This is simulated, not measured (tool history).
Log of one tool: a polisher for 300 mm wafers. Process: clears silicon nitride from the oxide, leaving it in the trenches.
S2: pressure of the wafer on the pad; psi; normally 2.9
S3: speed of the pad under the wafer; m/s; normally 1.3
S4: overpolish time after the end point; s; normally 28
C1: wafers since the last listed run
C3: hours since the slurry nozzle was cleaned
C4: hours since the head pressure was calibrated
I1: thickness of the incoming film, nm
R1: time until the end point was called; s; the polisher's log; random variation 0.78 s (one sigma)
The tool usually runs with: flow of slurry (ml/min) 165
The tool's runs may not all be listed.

run 1 hour=0 | flow_of_slurry_(ml/min)=165 S2=2.9 S3=1.18 S4=39 | C1=0 wafers_polished_on_this_pad=844 C3=420.5 C4=1220.7 | I1=126.1 | R1=97.4
-- hour=18.8 worn pad replaced by a new one
run 2 hour=19.3 | flow_of_slurry_(ml/min)=165 S2=2.9 S3=1.3 S4=28 | C1=132 wafers_polished_on_this_pad=4 C3=439.8 C4=1240 | I1=126.3 | R1=89.4
run 3 hour=27.4 | flow_of_slurry_(ml/min)=165 S2=2.9 S3=1.3 S4=28 | C1=70 wafers_polished_on_this_pad=74 C3=447.9 C4=1248.1 | I1=124.5 | R1=88.3
run 4 hour=42.7 | flow_of_slurry_(ml/min)=165 S2=2.9 S3=1.3 S4=36 | C1=132 wafers_polished_on_this_pad=207 C3=463.2 C4=1263.4 | I1=125 | R1=88.6
run 5 hour=48.8 | flow_of_slurry_(ml/min)=165 S2=2.9 S3=1.3 S4=28 | C1=52 wafers_polished_on_this_pad=260 C3=469.3 C4=1269.5 | I1=123.1 | R1=86
run 6 hour=64.8 | flow_of_slurry_(ml/min)=165 S2=2.9 S3=1.3 S4=28 | C1=138 wafers_polished_on_this_pad=399 C3=485.3 C4=1285.5 | I1=122.2 | R1=86.7
run 7 hour=82.9 | flow_of_slurry_(ml/min)=165 S2=3.5 S3=1.3 S4=28 | C1=157 wafers_polished_on_this_pad=556 C3=503.4 C4=1303.6 | I1=124.7 | R1=72.6
run 8 hour=99.1 | flow_of_slurry_(ml/min)=165 S2=2.9 S3=1.3 S4=28 | C1=140 wafers_polished_on_this_pad=697 C3=519.6 C4=1319.8 | I1=125.4 | R1=89.2
-- hour=107.5 slurry nozzle cleaned
run 9 hour=109.4 | flow_of_slurry_(ml/min)=165 S2=2.6 S3=1.3 S4=28 | C1=80 wafers_polished_on_this_pad=778 C3=1.9 C4=1330.1 | I1=126.7 | R1=99.4
run 10 hour=119.6 | flow_of_slurry_(ml/min)=165 S2=3.7 S3=1.3 S4=28 | C1=88 wafers_polished_on_this_pad=867 C3=12.1 C4=1340.3 | I1=125.1 | R1=68.1
run 11 hour=133.1 | flow_of_slurry_(ml/min)=165 S2=2.9 S3=1.3 S4=16 | C1=117 wafers_polished_on_this_pad=984 C3=25.6 C4=1353.8 | I1=126.8 | R1=88.8
-- hour=145.6 worn pad replaced by a new one
run 12 hour=149.9 | flow_of_slurry_(ml/min)=165 S2=2.9 S3=1 S4=28 | C1=111 wafers_polished_on_this_pad=37 C3=42.4 C4=1370.6 | I1=124.7 | R1=114.2
run 13 hour=164.5 | flow_of_slurry_(ml/min)=120 S2=2.2 S3=1.3 S4=14 | C1=126 wafers_polished_on_this_pad=164 C3=57 C4=1385.2 | I1=125.8 | R1=119.8
run 14 hour=174.2 | flow_of_slurry_(ml/min)=225 S2=2.9 S3=1.62 S4=28 | C1=84 wafers_polished_on_this_pad=248 C3=66.7 C4=1394.9 | I1=125.3 | R1=67.9
-- hour=178.9 head pressure recalibrated
run 15 hour=183.5 | flow_of_slurry_(ml/min)=135 S2=3.3 S3=1.3 S4=28 | C1=63 wafers_polished_on_this_pad=312 C3=76 C4=4.6 | I1=125.7 | R1=79.6
run 16 hour=199.2 | flow_of_slurry_(ml/min)=225 S2=2.9 S3=1.62 S4=28 | C1=136 wafers_polished_on_this_pad=448 C3=91.7 C4=20.3 | I1=123.9 | R1=66.6
run 17 hour=208.8 | flow_of_slurry_(ml/min)=195 S2=2.9 S3=0.88 S4=28 | C1=83 wafers_polished_on_this_pad=532 C3=101.3 C4=29.9 | I1=125.9 | R1=129.1
-- hour=262.2 worn pad replaced by a new one
run 18 hour=262.7 | flow_of_slurry_(ml/min)=165 S2=2.9 S3=1.3 S4=42 | C1=433 wafers_polished_on_this_pad=4 C3=155.2 C4=83.8 | I1=122.2 | R1=86.4

Alternative continuations, all from the tool just after run 18; predict every row:
run A hour=263.2 | flow_of_slurry_(ml/min)=165 S2=2.9 S3=1.3 S4=28 | C1=4 wafers_polished_on_this_pad=8 C3=155.7 C4=84.3 | I1=123.9 | R1=?
run B hour=263.2 | flow_of_slurry_(ml/min)=180 S2=3.5 S3=1.3 S4=28 | C1=4 wafers_polished_on_this_pad=8 C3=155.7 C4=84.3 | I1=123.9 | R1=?
run C hour=263.2 | flow_of_slurry_(ml/min)=140 S2=2.9 S3=1.52 S4=28 | C1=4 wafers_polished_on_this_pad=8 C3=155.7 C4=84.3 | I1=123.9 | R1=?

run=A R1=86.8
run=B R1=71.2
run=C R1=75.9
With no hidden state in the tool, these same runs would have given:
run=A R1=86.8
run=B R1=71.2
run=C R1=75.9
